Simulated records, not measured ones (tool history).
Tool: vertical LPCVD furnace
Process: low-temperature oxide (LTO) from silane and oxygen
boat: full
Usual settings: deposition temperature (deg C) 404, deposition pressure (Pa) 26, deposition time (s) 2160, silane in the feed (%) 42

run,hour,deposition temperature (deg C),deposition pressure (Pa),deposition time (s),silane in the feed (%),wafers since the last listed run,hours since the last temperature calibration,hours since the pressure gauge was zeroed,hours since the silane flow controller was replaced,hours since the gauge calibration,"read-back reference wafer on the same gauge, thickness",film thickness on the monitor wafer in the middle of the boat (Å)
1,0,404,24,2550,42,0,2643.3,2188.1,3150.6,401.2,321.85,3335.5
2,98.9,404,26,2160,42,817,2742.2,2287,3249.5,500.1,322.08,3074.3
3,148.7,404,22,2160,42,411,2792,2336.8,3299.3,549.9,322.11,2592.4
4,419.5,404,22,2160,42,2239,3062.8,2607.6,3570.1,820.7,322.07,2598.8
5,508.7,404,26,2160,42,737,3152,2696.8,3659.3,909.9,321.97,3030
6,570.8,400,30.7,2160,42,513,3214.1,2758.9,3721.4,972,322.1,3478.1
7,617.9,400,30.7,2160,42,389,3261.2,2806,3768.5,1019.1,321.83,3443
8,659.3,400,30.7,2160,42,342,3302.6,2847.4,3809.9,1060.5,322.32,3478.8
9,785.7,404,26,2160,40,1045,3429,2973.8,3936.3,1186.9,322.16,2889.1
10,839.5,404,26,2160,40,444,3482.8,3027.6,3990.1,1240.7,321.79,2894.2
11,937.7,404,26,2670,42,812,3581,3125.8,4088.3,1338.9,321.75,3815.7
# hour 1006.4: thermocouples replaced and temperature profile calibrated
12,1006.9,404,30,2160,40,373,0.5,3195,4157.5,1408.1,321.96,3231.1

The next listed run, before its measurement:
13,1028.2,415,26,2160,42,176,21.8,3216.3,4178.8,1429.4,?,?

Run 13 gave read-back reference wafer on the same gauge, thickness 321.88, film thickness on the monitor wafer in the middle of the boat (Å) 3306.7.
Without the tool's hidden state the same run would have given film thickness on the monitor wafer in the middle of the boat (Å) 3268.
